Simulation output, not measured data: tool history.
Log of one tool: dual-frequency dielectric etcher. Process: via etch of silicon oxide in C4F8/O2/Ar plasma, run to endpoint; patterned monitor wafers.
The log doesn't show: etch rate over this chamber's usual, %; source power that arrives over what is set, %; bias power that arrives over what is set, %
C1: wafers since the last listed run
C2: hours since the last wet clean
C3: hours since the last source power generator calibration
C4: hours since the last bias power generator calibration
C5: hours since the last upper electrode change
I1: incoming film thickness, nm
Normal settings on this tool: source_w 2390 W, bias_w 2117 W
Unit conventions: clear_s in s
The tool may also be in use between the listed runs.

{"run": 1, "day": 0.0, "source_w": 2390, "bias_w": 2117, "C1": 0, "C2": 311.7, "C3": 2958.8, "C4": 2063.3, "C5": 2545.9, "I1": 1130.1, "clear_s": 190.4}
{"run": 2, "day": 2.042, "source_w": 2390, "bias_w": 2117, "C1": 389, "C2": 360.7, "C3": 3007.8, "C4": 2112.3, "C5": 2594.9, "I1": 1122.3, "clear_s": 189.3}
{"day": 9.104, "done": "wet clean of the chamber"}
{"run": 3, "day": 10.958, "source_w": 2390, "bias_w": 2117, "C1": 1510, "C2": 44.5, "C3": 3221.8, "C4": 2326.3, "C5": 2808.9, "I1": 1116.3, "clear_s": 185}
{"run": 4, "day": 13.592, "source_w": 2150, "bias_w": 2283, "C1": 502, "C2": 107.7, "C3": 3285, "C4": 2389.5, "C5": 2872.1, "I1": 1126, "clear_s": 188.6}
{"day": 14.921, "done": "source power generator calibrated"}
{"run": 5, "day": 15.496, "source_w": 2150, "bias_w": 2283, "C1": 331, "C2": 153.4, "C3": 13.8, "C4": 2435.2, "C5": 2917.8, "I1": 1124.7, "clear_s": 189.8}
{"run": 6, "day": 16.7, "source_w": 2390, "bias_w": 2117, "C1": 229, "C2": 182.3, "C3": 42.7, "C4": 2464.1, "C5": 2946.7, "I1": 1123.2, "clear_s": 186.6}
{"run": 7, "day": 18.488, "source_w": 2390, "bias_w": 2117, "C1": 340, "C2": 225.2, "C3": 85.6, "C4": 2507, "C5": 2989.6, "I1": 1119.6, "clear_s": 187.6}
{"run": 8, "day": 19.55, "source_w": 2390, "bias_w": 2117, "C1": 202, "C2": 250.7, "C3": 111.1, "C4": 2532.5, "C5": 3015.1, "I1": 1129.7, "clear_s": 188.2}
{"run": 9, "day": 22.125, "source_w": 2390, "bias_w": 2449, "C1": 491, "C2": 312.5, "C3": 172.9, "C4": 2594.3, "C5": 3076.9, "I1": 1121.1, "clear_s": 178.1}
{"day": 25.15, "done": "upper electrode replaced"}
{"run": 10, "day": 25.171, "source_w": 2390, "bias_w": 2449, "C1": 390, "C2": 385.6, "C3": 246, "C4": 2667.4, "C5": 0.5, "I1": 1120, "clear_s": 178.2}
{"run": 11, "day": 26.192, "source_w": 2390, "bias_w": 2449, "C1": 194, "C2": 410.1, "C3": 270.5, "C4": 2691.9, "C5": 25, "I1": 1116.5, "clear_s": 178.3}
{"run": 12, "day": 27.867, "source_w": 2690, "bias_w": 1643, "C1": 319, "C2": 450.3, "C3": 310.7, "C4": 2732.1, "C5": 65.2, "I1": 1118.9, "clear_s": 201}
{"run": 13, "day": 29.271, "source_w": 1940, "bias_w": 2466, "C1": 267, "C2": 484, "C3": 344.4, "C4": 2765.8, "C5": 98.9, "I1": 1133.1, "clear_s": 194.5}
{"day": 32.212, "done": "bias power generator calibrated"}
{"day": 32.833, "done": "wet clean of the chamber"}
{"run": 14, "day": 32.854, "source_w": 2390, "bias_w": 1689, "C1": 533, "C2": 0.5, "C3": 430.4, "C4": 15.4, "C5": 184.9, "I1": 1132.9, "clear_s": 205.7}
{"run": 15, "day": 33.308, "source_w": 2390, "bias_w": 1941, "C1": 86, "C2": 11.4, "C3": 441.3, "C4": 26.3, "C5": 195.8, "I1": 1123.3, "clear_s": 193.4}
{"run": 16, "day": 36.967, "source_w": 2020, "bias_w": 1950, "C1": 697, "C2": 99.2, "C3": 529.1, "C4": 114.1, "C5": 283.6, "I1": 1120, "clear_s": 205.5}
{"run": 17, "day": 38.229, "source_w": 1810, "bias_w": 2360, "C1": 240, "C2": 129.5, "C3": 559.4, "C4": 144.4, "C5": 313.9, "I1": 1107.9, "clear_s": 194.9}

Run 18 has not been measured yet. What should we expect?
{"run": 18, "day": 39.433, "source_w": 1820, "bias_w": 2455, "C1": 229, "C2": 158.4, "C3": 588.3, "C4": 173.3, "C5": 342.8, "I1": 1136, "clear_s": "?"}

clear_s: 197.8 s
With the hidden condition absent and the run-to-run variation left alone, this run would have shown clear_s 196.4 s.
